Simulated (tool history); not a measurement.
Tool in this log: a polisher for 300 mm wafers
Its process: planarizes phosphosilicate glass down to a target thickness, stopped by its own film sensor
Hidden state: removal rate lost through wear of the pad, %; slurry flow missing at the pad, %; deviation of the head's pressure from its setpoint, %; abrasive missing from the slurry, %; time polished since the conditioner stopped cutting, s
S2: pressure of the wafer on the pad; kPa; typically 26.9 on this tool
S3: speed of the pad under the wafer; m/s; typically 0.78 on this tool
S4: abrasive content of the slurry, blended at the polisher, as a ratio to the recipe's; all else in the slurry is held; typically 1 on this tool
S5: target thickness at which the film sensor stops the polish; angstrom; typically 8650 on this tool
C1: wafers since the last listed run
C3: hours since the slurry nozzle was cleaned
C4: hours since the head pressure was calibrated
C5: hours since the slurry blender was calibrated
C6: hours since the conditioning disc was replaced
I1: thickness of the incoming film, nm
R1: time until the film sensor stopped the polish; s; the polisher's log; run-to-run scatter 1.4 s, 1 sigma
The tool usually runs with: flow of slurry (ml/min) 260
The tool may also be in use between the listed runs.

Run 1, hour 0: usual settings; C1 0; wafers polished on this pad 1484; C3 141.8; C4 933.3; C5 239.3; C6 31.8; I1 1814.4. Result: R1 87.2 s.
Run 2, hour 22: usual settings; C1 206; wafers polished on this pad 1690; C3 163.8; C4 955.3; C5 261.3; C6 53.8; I1 1821. Result: R1 89.2 s.
At hour 25.9: slurry blender recalibrated.
Run 3, hour 42.3: usual settings; C1 171; wafers polished on this pad 1862; C3 184.1; C4 975.6; C5 16.4; C6 74.1; I1 1806.5. Result: R1 86.7 s.
At hour 68.1: worn pad replaced by a new one.
Run 4, hour 70.6: usual settings but flow of slurry (ml/min) 195, S3 0.54 m/s, S4 1.15; C1 227; wafers polished on this pad 23; C3 212.4; C4 1003.9; C5 44.7; C6 102.4; I1 1813. Result: R1 106 s.
Run 5, hour 83.6: usual settings but S3 1 m/s, S4 1.15; C1 121; wafers polished on this pad 144; C3 225.4; C4 1016.9; C5 57.7; C6 115.4; I1 1821.2. Result: R1 66.8 s.
Run 6, hour 109.5: usual settings but S4 1.1; C1 242; wafers polished on this pad 387; C3 251.3; C4 1042.8; C5 83.6; C6 141.3; I1 1788.9. Result: R1 78.6 s.
Run 7, hour 133.9: usual settings but S3 0.7 m/s, S5 9890 angstrom; C1 228; wafers polished on this pad 615; C3 275.7; C4 1067.2; C5 108; C6 165.7; I1 1857.9. Result: R1 85.5 s.
Run 8, hour 152.6: usual settings; C1 175; wafers polished on this pad 791; C3 294.4; C4 1085.9; C5 126.7; C6 184.4; I1 1782.6. Result: R1 84 s.
Run 9, hour 167.9: usual settings but S3 0.6 m/s, S4 1.2, S5 6290 angstrom; C1 143; wafers polished on this pad 934; C3 309.7; C4 1101.2; C5 142; C6 199.7; I1 1817.7. Result: R1 117.2 s.
Run 10, hour 184.5: usual settings but S2 18.6 kPa, S5 10600 angstrom; C1 155; wafers polished on this pad 1089; C3 326.3; C4 1117.8; C5 158.6; C6 216.3; I1 1823.4. Result: R1 99 s.
At hour 206.7: conditioning disc replaced and pad reconditioned.
Run 11, hour 217.2: usual settings; C1 287; wafers polished on this pad 1377; C3 359; C4 1150.5; C5 191.3; C6 10.5; I1 1823.8. Result: R1 88.9 s.
At hour 230.9: slurry blender recalibrated.
Run 12, hour 241: usual settings; C1 204; wafers polished on this pad 1581; C3 382.8; C4 1174.3; C5 10.1; C6 34.3; I1 1827.2. Result: R1 89.1 s.
Run 13, hour 255.6: usual settings; C1 136; wafers polished on this pad 1718; C3 397.4; C4 1188.9; C5 24.7; C6 48.9; I1 1809.4. Result: R1 85.3 s.
Run 14, hour 268.3: usual settings; C1 118; wafers polished on this pad 1837; C3 410.1; C4 1201.6; C5 37.4; C6 61.6; I1 1836.1. Result: R1 89.9 s.
Run 15, hour 281.3: usual settings but flow of slurry (ml/min) 215, S2 24.1 kPa; C1 121; wafers polished on this pad 1959; C3 423.1; C4 1214.6; C5 50.4; C6 74.6; I1 1802.6. Result: R1 99.4 s.
At hour 284.7: head pressure recalibrated.
Run 16, hour 302.9: usual settings but S3 0.98 m/s; C1 183; wafers polished on this pad 2142; C3 444.7; C4 18.2; C5 72; C6 96.2; I1 1785.7. Result: R1 71.7 s.
Run 17, hour 335.6: usual settings; C1 306; wafers polished on this pad 2449; C3 477.4; C4 50.9; C5 104.7; C6 128.9; I1 1829.5. Result: R1 88.1 s.
At hour 340.5: worn pad replaced by a new one.
Run 18, hour 368.1: usual settings; C1 266; wafers polished on this pad 258; C3 509.9; C4 83.4; C5 137.2; C6 161.4; I1 1815.7. Result: R1 86.6 s.
Run 19, hour 400.2: usual settings but flow of slurry (ml/min) 210, S2 36.5 kPa; C1 300; wafers polished on this pad 559; C3 542; C4 115.5; C5 169.3; C6 193.5; I1 1839.3. Result: R1 66.7 s.
Run 20, hour 424.9: usual settings but flow of slurry (ml/min) 190; C1 231; wafers polished on this pad 790; C3 566.7; C4 140.2; C5 194; C6 218.2; I1 1831.3. Result: R1 90.9 s.
At hour 431.1: conditioning disc replaced and pad reconditioned.
Run 21, hour 449.2: usual settings but flow of slurry (ml/min) 180, S5 6740 angstrom; C1 208; wafers polished on this pad 999; C3 591; C4 164.5; C5 218.3; C6 18.1; I1 1835.5. Result: R1 109.5 s.
Run 22, hour 469.3: usual settings but S2 18.6 kPa, S3 1.02 m/s; C1 188; wafers polished on this pad 1188; C3 611.1; C4 184.6; C5 238.4; C6 38.2; I1 1823.6. Result: R1 104.6 s.
At hour 473: slurry blender recalibrated.
Run 23, hour 496: usual settings but S2 17.2 kPa; C1 231; wafers polished on this pad 1419; C3 637.8; C4 211.3; C5 23; C6 64.9; I1 1835.7. Result: R1 133.5 s.
At hour 513.6: slurry nozzle cleaned.
Run 24, hour 522.6: usual settings but flow of slurry (ml/min) 325, S4 1.2; C1 239; wafers polished on this pad 1659; C3 9; C4 237.9; C5 49.6; C6 91.5; I1 1788.8. Result: R1 75.9 s.
At hour 556.1: worn pad replaced by a new one.
Run 25, hour 558.1: usual settings but flow of slurry (ml/min) 300, S3 0.98 m/s, S5 11050 angstrom; C1 295; wafers polished on this pad 18; C3 44.5; C4 273.4; C5 85.1; C6 127; I1 1845.2. Result: R1 57.4 s.
Run 26, hour 583.7: usual settings but S2 22.1 kPa, S3 0.56 m/s; C1 239; wafers polished on this pad 258; C3 70.1; C4 299; C5 110.7; C6 152.6; I1 1802. Result: R1 128.9 s.

Describe how what the log doesn't record of the tool's condition differs between the last listed run preceding each entry between runs and the first listed run following it.
Logged between run 2 and run 3: slurry blender recalibrated (hour 25.9)
  both runs share identical hidden conditions
Logged between run 3 and run 4: worn pad replaced by a new one (hour 68.1)
  both runs share identical hidden conditions
Logged between run 10 and run 11: conditioning disc replaced and pad reconditioned (hour 206.7)
  both runs share identical hidden conditions
Logged between run 11 and run 12: slurry blender recalibrated (hour 230.9)
  both runs share identical hidden conditions
Logged between run 15 and run 16: head pressure recalibrated (hour 284.7)
  both runs share identical hidden conditions
Logged between run 17 and run 18: worn pad replaced by a new one (hour 340.5)
  both runs share identical hidden conditions
Logged between run 20 and run 21: conditioning disc replaced and pad reconditioned (hour 431.1)
  both runs share identical hidden conditions
Logged between run 22 and run 23: slurry blender recalibrated (hour 473)
  both runs share identical hidden conditions
Logged between run 23 and run 24: slurry nozzle cleaned (hour 513.6)
  both runs share identical hidden conditions
Logged between run 24 and run 25: worn pad replaced by a new one (hour 556.1)
  both runs share identical hidden conditions
